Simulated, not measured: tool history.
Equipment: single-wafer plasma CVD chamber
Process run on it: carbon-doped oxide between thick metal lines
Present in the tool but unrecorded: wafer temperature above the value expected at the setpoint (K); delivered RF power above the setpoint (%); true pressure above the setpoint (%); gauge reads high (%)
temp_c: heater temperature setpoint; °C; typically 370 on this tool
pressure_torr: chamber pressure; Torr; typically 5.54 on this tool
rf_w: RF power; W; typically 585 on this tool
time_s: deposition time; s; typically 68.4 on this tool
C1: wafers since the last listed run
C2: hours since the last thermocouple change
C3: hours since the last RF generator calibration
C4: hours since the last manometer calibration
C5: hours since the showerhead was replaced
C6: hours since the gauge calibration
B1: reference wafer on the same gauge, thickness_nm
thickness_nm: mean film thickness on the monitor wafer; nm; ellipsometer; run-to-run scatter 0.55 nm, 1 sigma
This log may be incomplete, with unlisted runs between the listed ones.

Run 1, day 0: usual settings; C1 0; C2 2039; C3 1261.5; C4 705.4; C5 3440.3; C6 57.5; B1 330.88. Result: thickness_nm 352.617 nm.
Run 2, day 0.421: usual settings; C1 101; C2 2049.1; C3 1271.6; C4 715.5; C5 3450.4; C6 67.6; B1 330.894. Result: thickness_nm 352.09 nm.
Run 3, day 0.904: usual settings; C1 116; C2 2060.7; C3 1283.2; C4 727.1; C5 3462; C6 79.2; B1 330.938. Result: thickness_nm 350.934 nm.
Run 4, day 1.517: usual settings but pressure_torr 5.18 Torr; C1 148; C2 2075.4; C3 1297.9; C4 741.8; C5 3476.7; C6 93.9; B1 330.883. Result: thickness_nm 347.624 nm.
Run 5, day 2.071: usual settings but pressure_torr 5.18 Torr; C1 134; C2 2088.7; C3 1311.2; C4 755.1; C5 3490; C6 107.2; B1 330.935. Result: thickness_nm 347.622 nm.
Run 6, day 2.654: usual settings but pressure_torr 6.62 Torr; C1 141; C2 2102.7; C3 1325.2; C4 769.1; C5 3504; C6 121.2; B1 330.883. Result: thickness_nm 357.274 nm.
At day 3.033: gauge calibrated.
Run 7, day 3.321: usual settings but rf_w 635 W; C1 161; C2 2118.7; C3 1341.2; C4 785.1; C5 3520; C6 6.9; B1 330.81. Result: thickness_nm 364.542 nm.
Run 8, day 3.629: usual settings but rf_w 635 W; C1 74; C2 2126.1; C3 1348.6; C4 792.5; C5 3527.4; C6 14.3; B1 330.95. Result: thickness_nm 364.464 nm.
Run 9, day 4.133: usual settings but temp_c 364 °C, pressure_torr 4.4 Torr, rf_w 665 W, time_s 61 s; C1 122; C2 2138.2; C3 1360.7; C4 804.6; C5 3539.5; C6 26.4; B1 330.816. Result: thickness_nm 326.731 nm.
At day 4.483: capacitance manometer re-zeroed and calibrated.
Run 10, day 4.604: usual settings but temp_c 383 °C, pressure_torr 6.64 Torr, rf_w 475 W, time_s 79.9 s; C1 33; C2 2149.5; C3 1372; C4 2.9; C5 3550.8; C6 37.7; B1 331.032. Result: thickness_nm 366.298 nm.
At day 5.05: showerhead replaced.
Run 11, day 5.292: usual settings but temp_c 360 °C, pressure_torr 6.54 Torr, rf_w 510 W, time_s 64.3 s; C1 85; C2 2166; C3 1388.5; C4 19.4; C5 5.8; C6 54.2; B1 331.057. Result: thickness_nm 321.637 nm.
Run 12, day 5.592: usual settings but temp_c 365 °C, time_s 60.8 s; C1 72; C2 2173.2; C3 1395.7; C4 26.6; C5 13; C6 61.4; B1 330.878. Result: thickness_nm 315.68 nm.
At day 6.421: thermocouple changed; heater temperature recalibrated.
Run 13, day 6.442: usual settings; C1 125; C2 0.5; C3 1416.1; C4 47; C5 33.4; C6 81.8; B1 331.038. Result: thickness_nm 350.382 nm.
At day 7.204: RF generator calibrated.
Run 14, day 8.233: usual settings but rf_w 635 W; C1 352; C2 43.5; C3 24.7; C4 90; C5 76.4; C6 124.8; B1 331.196. Result: thickness_nm 379.253 nm.
At day 8.667: gauge calibrated.
Run 15, day 8.933: usual settings but pressure_torr 4.21 Torr, time_s 64.4 s; C1 169; C2 60.3; C3 41.5; C4 106.8; C5 93.2; C6 6.4; B1 330.843. Result: thickness_nm 330.95 nm.
Run 16, day 9.392: usual settings but rf_w 470 W; C1 110; C2 71.3; C3 52.5; C4 117.8; C5 104.2; C6 17.4; B1 330.892. Result: thickness_nm 328.249 nm.

Run 17 is up next; what results do you expect?
Run 17, day 9.854: usual settings but temp_c 358 °C, pressure_torr 4.29 Torr, rf_w 490 W, time_s 74.6 s; C1 111; C2 82.4; C3 63.6; C4 128.9; C5 115.3; C6 28.5; B1 ?. Result: thickness_nm ?.

B1: 330.985
thickness_nm: 363.439 nm
On a tool with no hidden condition, and with the same random variation, this run would have come out at thickness_nm 364.604 nm.
